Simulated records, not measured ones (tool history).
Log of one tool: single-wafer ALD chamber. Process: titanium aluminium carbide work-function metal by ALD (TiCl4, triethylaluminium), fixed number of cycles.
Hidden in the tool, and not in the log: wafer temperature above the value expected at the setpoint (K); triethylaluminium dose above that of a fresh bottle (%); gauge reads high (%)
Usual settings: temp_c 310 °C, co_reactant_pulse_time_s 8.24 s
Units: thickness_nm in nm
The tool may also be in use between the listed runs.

run,hour,temp_c,co_reactant_pulse_time_s,wafers since the last listed run,hours since the last thermocouple change,hours since the last triethylaluminium bottle change,hours since the showerhead was replaced,hours since the gauge calibration,"read-back reference wafer on the same gauge, thickness_nm",thickness_nm
1,0.0,310,5.99,0,1663.8,1403.0,6163.2,413.0,1.853,1.860
2,30.4,310,8.24,506,1694.2,1433.4,6193.6,443.4,1.849,2.027
3,55.1,310,6.86,411,1718.9,1458.1,6218.3,468.1,1.849,1.963
4,78.9,310,6.86,396,1742.7,1481.9,6242.1,491.9,1.853,1.968
5,111.6,310,8.24,545,1775.4,1514.6,6274.8,524.6,1.853,2.054
6,134.3,310,8.24,378,1798.1,1537.3,6297.5,547.3,1.850,2.040
7,161.7,310,8.24,456,1825.5,1564.7,6324.9,574.7,1.852,2.035
8,177.0,310,8.24,255,1840.8,1580.0,6340.2,590.0,1.850,2.050
9,200.8,310,8.24,396,1864.6,1603.8,6364.0,613.8,1.852,2.037
10,234.7,310,8.24,565,1898.5,1637.7,6397.9,647.7,1.853,2.040
11,269.9,310,9.48,587,1933.7,1672.9,6433.1,682.9,1.850,2.114
# hour 282.6: triethylaluminium bottle replaced
12,283.4,310,8.24,91,1947.2,0.8,6446.6,696.4,1.850,2.091
13,313.4,310,8.24,500,1977.2,30.8,6476.6,726.4,1.848,2.089
14,331.3,310,8.24,298,1995.1,48.7,6494.5,744.3,1.850,2.103
# hour 352.8: thermocouple changed; heater temperature recalibrated
15,353.3,299,6.19,233,0.5,70.7,6516.5,766.3,1.849,1.905
16,375.8,320,5.66,375,23.0,93.2,6539.0,788.8,1.850,1.995
# hour 377.3: gauge calibrated
17,387.8,314,9.23,200,35.0,105.2,6551.0,10.5,1.848,2.172
18,404.9,298,8.24,285,52.1,122.3,6568.1,27.6,1.852,2.011
19,432.2,315,10.15,455,79.4,149.6,6595.4,54.9,1.851,2.210
20,461.3,304,10.49,485,108.5,178.7,6624.5,84.0,1.850,2.119
21,485.3,320,5.44,400,132.5,202.7,6648.5,108.0,1.852,1.954
22,510.6,302,6.16,421,157.8,228.0,6673.8,133.3,1.848,1.896
23,541.4,323,11.16,513,188.6,258.8,6704.6,164.1,1.851,2.295
24,573.8,302,10.34,540,221.0,291.2,6737.0,196.5,1.848,2.088
25,590.7,310,8.24,281,237.9,308.1,6753.9,213.4,1.846,2.070
26,604.9,310,6.86,236,252.1,322.3,6768.1,227.6,1.850,2.000
# hour 626.0: showerhead replaced
27,627.6,321,5.91,245,274.8,345.0,1.6,250.3,1.849,1.981
28,641.9,295,8.24,238,289.1,359.3,15.9,264.6,1.851,1.963
29,670.2,317,9.31,471,317.4,387.6,44.2,292.9,1.851,2.169
30,704.3,310,11.37,568,351.5,421.7,78.3,327.0,1.851,2.168
31,725.2,321,6.38,348,372.4,442.6,99.2,347.9,1.848,2.023
32,750.5,310,8.24,421,397.7,467.9,124.5,373.2,1.848,2.074
33,775.9,310,8.24,423,423.1,493.3,149.9,398.6,1.854,2.072
34,801.7,310,9.40,430,448.9,519.1,175.7,424.4,1.848,2.111

Some steps in thickness_nm between neighbouring runs. How much of each would the tool show without its hidden state too (settings, what came in, random variation), and how much is left for the hidden state, with any gauge scatter that isn't in both results?
Run 11 -> 12: co_reactant_pulse_time_s 9.48 -> 8.24, triethylaluminium bottle replaced. thickness_nm -0.023 nm: hidden state +0.053, all else -0.076.
Run 20 -> 21: temp_c 304 -> 320, co_reactant_pulse_time_s 10.49 -> 5.44. thickness_nm -0.165 nm: hidden state -0.032, all else -0.133.
Run 22 -> 23: temp_c 302 -> 323, co_reactant_pulse_time_s 6.16 -> 11.16. thickness_nm +0.399 nm: hidden state +0.025, all else +0.374.
Run 23 -> 24: temp_c 323 -> 302, co_reactant_pulse_time_s 11.16 -> 10.34. thickness_nm -0.207 nm: hidden state -0.004, all else -0.203.
Run 28 -> 29: temp_c 295 -> 317, co_reactant_pulse_time_s 8.24 -> 9.31. thickness_nm +0.206 nm: hidden state +0.003, all else +0.203.
Run 30 -> 31: temp_c 310 -> 321, co_reactant_pulse_time_s 11.37 -> 6.38. thickness_nm -0.145 nm: hidden state -0.046, all else -0.099.

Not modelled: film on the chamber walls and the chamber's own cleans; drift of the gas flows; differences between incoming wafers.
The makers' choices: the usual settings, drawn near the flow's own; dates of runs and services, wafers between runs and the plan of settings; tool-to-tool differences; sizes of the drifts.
